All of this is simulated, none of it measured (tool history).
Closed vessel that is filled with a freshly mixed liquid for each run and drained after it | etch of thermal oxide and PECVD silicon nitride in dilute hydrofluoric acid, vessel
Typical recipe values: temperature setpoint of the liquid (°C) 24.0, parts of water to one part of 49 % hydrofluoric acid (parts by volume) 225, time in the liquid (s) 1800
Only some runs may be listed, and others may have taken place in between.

run     day  temperature setpoint of the liquid (°C)  parts of water to one part of 49 % hydrofluoric acid (parts by volume)  time in the liquid (s)  wafers since the last listed run  hours since the thermometer was replaced  hours since the hydrofluoric acid flow meter was replaced  hours since the gauge calibration  read-back film thickness of the thermal oxide reference wafer, read on the same gauge (nm)  read-back film thickness of the PECVD silicon nitride reference wafer, read on the same gauge (nm)  thickness taken off the thermal oxide on a monitor wafer (angstrom)  thickness taken off the PECVD silicon nitride on a monitor wafer (angstrom)
  1   0.000                                     24.0                                                                     150                    1800                                 0                                     184.0                                                     1222.6                              204.3                                                                                      119.98                                                                                               70.07                                                                513.6                                                                        337.6
  2   2.788                                     24.0                                                                     175                    1800                              2769                                     250.9                                                     1289.5                              271.2                                                                                      120.03                                                                                               69.95                                                                419.3                                                                        286.0
  3   5.167                                     24.0                                                                     225                    1800                              2363                                     308.0                                                     1346.6                              328.3                                                                                      119.97                                                                                               69.97                                                                305.6                                                                        219.9
      5.683  -- hydrofluoric acid flow meter replaced
  4   7.662                                     24.0                                                                     225                    1800                              2438                                     367.9                                                       47.5                              388.2                                                                                      120.03                                                                                               70.04                                                                335.7                                                                        234.1
  5  11.900                                     24.0                                                                     225                    1800                              4209                                     469.6                                                      149.2                              489.9                                                                                      119.97                                                                                               70.04                                                                329.7                                                                        228.7
  6  15.129                                     27.5                                                                     290                     945                              3208                                     547.1                                                      226.7                              567.4                                                                                      119.97                                                                                               69.95                                                                138.7                                                                        114.9
  7  17.504                                     29.0                                                                     280                    1175                              2359                                     604.1                                                      283.7                              624.4                                                                                      119.99                                                                                               69.97                                                                187.6                                                                        158.3
  8  19.008                                     24.0                                                                     225                    1800                              1494                                     640.2                                                      319.8                              660.5                                                                                      120.00                                                                                               69.97                                                                317.6                                                                        220.8
  9  23.125                                     29.0                                                                     280                    1175                              4089                                     739.0                                                      418.6                              759.3                                                                                      120.03                                                                                               70.04                                                                185.3                                                                        153.4
     23.400  -- thermometer replaced
 10  26.342                                     24.0                                                                     225                    2400                              3154                                      70.6                                                      495.8                              836.5                                                                                      120.01                                                                                               69.94                                                                443.8                                                                        316.9
 11  30.400                                     24.0                                                                     225                    2400                              4031                                     168.0                                                      593.2                              933.9                                                                                      120.03                                                                                               70.02                                                                440.2                                                                        313.8
 12  32.662                                     24.0                                                                     225                    1800                              2247                                     222.3                                                      647.5                              988.2                                                                                      120.01                                                                                               69.98                                                                327.2                                                                        232.5
 13  35.904                                     24.0                                                                     225                    1800                              3220                                     300.1                                                      725.3                             1066.0                                                                                      119.98                                                                                               70.01                                                                321.1                                                                        228.6
 14  37.650                                     24.0                                                                     225                    1800                              1734                                     342.0                                                      767.2                             1107.9                                                                                      119.98                                                                                               69.95                                                                319.4                                                                        225.4
 15  40.692                                     28.0                                                                     225                    1800                              3021                                     415.0                                                      840.2                             1180.9                                                                                      120.00                                                                                               69.98                                                                361.3                                                                        290.5
 16  44.308                                     21.5                                                                     225                    1800                              3593                                     501.8                                                      927.0                             1267.7                                                                                      119.98                                                                                               70.06                                                                279.5                                                                        186.0
 17  46.350                                     24.0                                                                     285                    2315                              2028                                     550.8                                                      976.0                             1316.7                                                                                      120.00                                                                                               69.97                                                                292.4                                                                        219.2
 18  48.692                                     25.5                                                                     330                    2375                              2326                                     607.0                                                     1032.2                             1372.9                                                                                      120.02                                                                                               69.94                                                                257.8                                                                        206.5
     53.504  -- thermometer replaced
     55.012  -- hydrofluoric acid flow meter replaced
 19  58.133                                     24.0                                                                     285                    1800                              9297                                     111.1                                                       74.9                             1599.5                                                                                      119.99                                                                                               70.01                                                                251.6                                                                        191.5
 20  62.288                                     28.5                                                                     150                    2455                              4127                                     210.8                                                      174.6                             1699.2                                                                                      120.01                                                                                               70.01                                                                875.3                                                                        630.7
 21  66.112                                     20.0                                                                     225                    1800                              3800                                     302.6                                                      266.4                             1791.0                                                                                      119.98                                                                                               70.00                                                                279.0                                                                        179.1
     66.462  -- gauge calibrated
 22  70.404                                     22.0                                                                     260                    1800                              4263                                     405.6                                                      369.4                               94.6                                                                                      119.99                                                                                               69.99                                                                248.4                                                                        172.4
 23  72.438                                     20.5                                                                     260                    2390                              2020                                     454.4                                                      418.2                              143.4                                                                                      120.01                                                                                               69.99                                                                307.5                                                                        204.4
 24  74.121                                     24.0                                                                     290                    2770                              1672                                     494.8                                                      458.6                              183.8                                                                                      120.01                                                                                               69.99                                                                354.6                                                                        263.9
 25  77.554                                     24.0                                                                     170                    1800                              3411                                     577.2                                                      541.0                              266.2                                                                                      120.01                                                                                               70.01                                                                432.4                                                                        284.1
 26  82.017                                     20.5                                                                     225                    1180                              4433                                     684.3                                                      648.1                              373.3                                                                                      120.00                                                                                               70.03                                                                174.6                                                                        110.5

For some of the steps in thickness taken off the thermal oxide on a monitor wafer (angstrom) from one run to the next: how much would appear even if the tool had no hidden state, given the settings, what came in and random variation, and how much remains for the hidden state plus any gauge scatter that the measured result and the result without hidden state don't share?
Hidden state at play: liquid colder than its thermometer reads (K); hydrofluoric acid flow below the setpoint (%); gauge reads high (%).
Run 19 -> 20: temperature setpoint of the liquid (°C) 24.0 -> 28.5, parts of water to one part of 49 % hydrofluoric acid (parts by volume) 285 -> 150, time in the liquid (s) 1800 -> 2455. thickness taken off the thermal oxide on a monitor wafer (angstrom) +623.7: hidden state -46.1, all else +669.8.
Run 20 -> 21: temperature setpoint of the liquid (°C) 28.5 -> 20.0, parts of water to one part of 49 % hydrofluoric acid (parts by volume) 150 -> 225, time in the liquid (s) 2455 -> 1800. thickness taken off the thermal oxide on a monitor wafer (angstrom) -596.3: hidden state +34.1, all else -630.4.
